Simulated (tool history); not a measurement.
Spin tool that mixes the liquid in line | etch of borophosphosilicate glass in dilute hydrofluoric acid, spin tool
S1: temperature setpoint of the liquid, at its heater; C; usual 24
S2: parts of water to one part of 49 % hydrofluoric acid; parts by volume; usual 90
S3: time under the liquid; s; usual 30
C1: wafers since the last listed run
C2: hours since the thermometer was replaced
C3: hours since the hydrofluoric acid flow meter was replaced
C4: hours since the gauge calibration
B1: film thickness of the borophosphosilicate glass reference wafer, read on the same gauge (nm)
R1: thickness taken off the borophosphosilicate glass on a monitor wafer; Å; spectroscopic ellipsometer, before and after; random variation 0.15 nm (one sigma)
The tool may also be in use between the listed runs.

Run 1, hour 0: usual settings; C1 0; C2 1738.8; C3 1208.2; C4 118.2; B1 70. Result: R1 161.7 Å.
Run 2, hour 58: usual settings but S1 22 C; C1 1108; C2 1796.8; C3 1266.2; C4 176.2; B1 69.99. Result: R1 152.8 Å.
Run 3, hour 112.7: usual settings but S1 22 C; C1 1045; C2 1851.5; C3 1320.9; C4 230.9; B1 70. Result: R1 151.5 Å.
Run 4, hour 143.3: usual settings; C1 584; C2 1882.1; C3 1351.5; C4 261.5; B1 70.02. Result: R1 161.2 Å.
Run 5, hour 192: usual settings but S1 26.5 C, S3 20 s; C1 930; C2 1930.8; C3 1400.2; C4 310.2; B1 70.02. Result: R1 117.8 Å.
Run 6, hour 220.6: usual settings but S1 26.5 C, S3 20 s; C1 546; C2 1959.4; C3 1428.8; C4 338.8; B1 70. Result: R1 121.6 Å.
Run 7, hour 277.5: usual settings but S1 20.5 C, S3 15 s; C1 1087; C2 2016.3; C3 1485.7; C4 395.7; B1 70.01. Result: R1 71.3 Å.
Run 8, hour 312: usual settings; C1 659; C2 2050.8; C3 1520.2; C4 430.2; B1 70. Result: R1 163.4 Å.
Run 9, hour 337.1: usual settings; C1 479; C2 2075.9; C3 1545.3; C4 455.3; B1 70.01. Result: R1 161.1 Å.
Run 10, hour 407: usual settings; C1 1335; C2 2145.8; C3 1615.2; C4 525.2; B1 69.97. Result: R1 167.9 Å.
At hour 427.7: thermometer replaced.
Run 11, hour 437: usual settings; C1 554; C2 9.3; C3 1645.2; C4 555.2; B1 69.99. Result: R1 150.8 Å.
Run 12, hour 494.7: usual settings; C1 1102; C2 67; C3 1702.9; C4 612.9; B1 70. Result: R1 150.8 Å.
Run 13, hour 559.5: usual settings; C1 1238; C2 131.8; C3 1767.7; C4 677.7; B1 69.99. Result: R1 152 Å.
Run 14, hour 612.9: usual settings; C1 1020; C2 185.2; C3 1821.1; C4 731.1; B1 70. Result: R1 153.5 Å.
At hour 623.5: hydrofluoric acid flow meter replaced.
Run 15, hour 643.7: usual settings; C1 569; C2 216; C3 20.2; C4 761.9; B1 69.97. Result: R1 154.3 Å.
Run 16, hour 675.4: usual settings but S2 75 parts by volume; C1 605; C2 247.7; C3 51.9; C4 793.6; B1 70.01. Result: R1 187.3 Å.
Run 17, hour 739.5: usual settings but S2 105 parts by volume, S3 20 s; C1 1224; C2 311.8; C3 116; C4 857.7; B1 70. Result: R1 86.2 Å.
Run 18, hour 790.5: usual settings but S1 19 C, S2 50 parts by volume, S3 45 s; C1 974; C2 362.8; C3 167; C4 908.7; B1 69.98. Result: R1 357.3 Å.
At hour 825.7: gauge calibrated.
Run 19, hour 836.2: usual settings; C1 873; C2 408.5; C3 212.7; C4 10.5; B1 70.02. Result: R1 152.7 Å.
Run 20, hour 880.3: usual settings but S1 28 C, S2 135 parts by volume; C1 842; C2 452.6; C3 256.8; C4 54.6; B1 69.99. Result: R1 116.1 Å.
Run 21, hour 928.1: usual settings; C1 913; C2 500.4; C3 304.6; C4 102.4; B1 70.03. Result: R1 153.3 Å.
Run 22, hour 997.3: usual settings but S1 22 C, S2 70 parts by volume, S3 25 s; C1 1322; C2 569.6; C3 373.8; C4 171.6; B1 69.99. Result: R1 156.1 Å.
Run 23, hour 1034.9: usual settings but S1 22 C; C1 718; C2 607.2; C3 411.4; C4 209.2; B1 70. Result: R1 144.1 Å.
Run 24, hour 1060.3: usual settings; C1 485; C2 632.6; C3 436.8; C4 234.6; B1 69.99. Result: R1 156 Å.
Run 25, hour 1111.2: usual settings; C1 972; C2 683.5; C3 487.7; C4 285.5; B1 70.01. Result: R1 154.9 Å.
Run 26, hour 1135.6: usual settings but S1 22 C, S2 45 parts by volume, S3 20 s; C1 466; C2 707.9; C3 512.1; C4 309.9; B1 70.01. Result: R1 200.3 Å.
Run 27, hour 1183.7: usual settings but S1 26.5 C, S2 70 parts by volume, S3 15 s; C1 919; C2 756; C3 560.2; C4 358; B1 70. Result: R1 113.4 Å.
Run 28, hour 1226.5: usual settings; C1 817; C2 798.8; C3 603; C4 400.8; B1 70.01. Result: R1 155.2 Å.
Run 29, hour 1259.4: usual settings but S2 50 parts by volume, S3 50 s; C1 628; C2 831.7; C3 635.9; C4 433.7; B1 70.03. Result: R1 490.1 Å.
Run 30, hour 1292.8: usual settings but S1 26.5 C, S2 55 parts by volume, S3 15 s; C1 638; C2 865.1; C3 669.3; C4 467.1; B1 69.99. Result: R1 148.3 Å.
Run 31, hour 1324.1: usual settings but S1 26 C, S2 120 parts by volume; C1 598; C2 896.4; C3 700.6; C4 498.4; B1 70.01. Result: R1 123.6 Å.
Run 32, hour 1356.6: usual settings but S1 28 C, S3 45 s; C1 620; C2 928.9; C3 733.1; C4 530.9; B1 70. Result: R1 274.6 Å.

The tool's hidden state at each run:
hydrofluoric acid flow above the setpoint (%): 0 in every run
gauge reads high (%): 0 in every run
H1: liquid hotter than its thermometer reads (K)
run      H1
  1    1.78
  2    1.84
  3    1.89
  4    1.92
  5    1.97
  6       2
  7    2.05
  8    2.09
  9    2.11
 10    2.18
 11  0.0739
 12    0.13
 13   0.192
 14   0.243
 15   0.273
 16   0.304
 17   0.365
 18   0.415
 19   0.459
 20   0.501
 21   0.547
 22   0.614
 23    0.65
 24   0.675
 25   0.724
 26   0.747
 27   0.794
 28   0.835
 29   0.867
 30   0.899
 31   0.929
 32    0.96

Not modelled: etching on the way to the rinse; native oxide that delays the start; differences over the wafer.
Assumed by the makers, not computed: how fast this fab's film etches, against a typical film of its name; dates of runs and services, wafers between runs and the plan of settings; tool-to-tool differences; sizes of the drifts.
